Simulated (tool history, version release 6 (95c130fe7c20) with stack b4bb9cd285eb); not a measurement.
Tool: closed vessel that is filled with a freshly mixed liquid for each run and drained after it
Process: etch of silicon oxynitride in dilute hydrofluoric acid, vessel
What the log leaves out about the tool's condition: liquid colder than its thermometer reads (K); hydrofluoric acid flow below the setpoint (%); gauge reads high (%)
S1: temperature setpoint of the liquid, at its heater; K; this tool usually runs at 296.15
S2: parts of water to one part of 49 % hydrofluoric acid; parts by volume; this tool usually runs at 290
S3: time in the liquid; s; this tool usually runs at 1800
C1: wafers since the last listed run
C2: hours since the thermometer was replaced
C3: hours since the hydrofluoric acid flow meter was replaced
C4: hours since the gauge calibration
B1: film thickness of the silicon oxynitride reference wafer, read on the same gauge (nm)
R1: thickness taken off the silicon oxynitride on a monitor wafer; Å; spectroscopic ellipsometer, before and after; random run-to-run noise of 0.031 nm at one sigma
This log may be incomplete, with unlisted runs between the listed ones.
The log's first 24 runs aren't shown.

| run | hour | S1 | S2 | S3 | C1 | C2 | C3 | C4 | B1 | R1 |
|---|---|---|---|---|---|---|---|---|---|---|
| 25 | 272.3 | 300.65 | 195 | 2075 | 606 | 151.1 | 19.1 | 41.1 | 100.00 | 179.0 |
| 26 | 284.5 | 296.15 | 335 | 1185 | 661 | 163.3 | 31.3 | 53.3 | 100.04 | 44.3 |
| 27 | 301.8 | 296.15 | 335 | 1800 | 937 | 180.6 | 48.6 | 70.6 | 99.99 | 67.5 |
| 28 | 309.3 | 296.15 | 250 | 1395 | 406 | 188.1 | 56.1 | 78.1 | 99.99 | 73.7 |
| 29 | 323.0 | 296.15 | 290 | 1800 | 742 | 201.8 | 69.8 | 91.8 | 100.00 | 79.4 |
| 30 | 333.0 | 296.15 | 290 | 1800 | 541 | 211.8 | 79.8 | 101.8 | 100.00 | 79.9 |
| 31 | 341.3 | 296.15 | 290 | 1800 | 449 | 220.1 | 88.1 | 110.1 | 99.99 | 79.7 |
| 32 | 353.3 | 296.15 | 380 | 1800 | 650 | 232.1 | 100.1 | 122.1 | 99.99 | 57.3 |
| 33 | 364.5 | 296.15 | 290 | 1800 | 606 | 243.3 | 111.3 | 133.3 | 99.97 | 79.5 |
| 34 | 376.2 | 293.15 | 180 | 1800 | 633 | 255.0 | 123.0 | 145.0 | 100.00 | 120.5 |

Forecast each of these 3 alternatives for the next run:
| A | 377.4 | 296.15 | 290 | 1800 | 65 | 256.2 | 124.2 | 146.2 | ? | ? |
| B | 377.4 | 299.15 | 430 | 1800 | 65 | 256.2 | 124.2 | 146.2 | ? | ? |
| C | 377.4 | 298.15 | 290 | 2165 | 65 | 256.2 | 124.2 | 146.2 | ? | ? |

| run | B1 | R1 |
|---|---|---|
| A | 100.03 | 79.2 |
| B | 100.03 | 55.0 |
| C | 100.03 | 103.7 |
Stripped of hidden state, with their random variation kept, the same runs would have yielded:
| run | R1 |
|---|---|
| A | 82.3 |
| B | 57.3 |
| C | 107.8 |
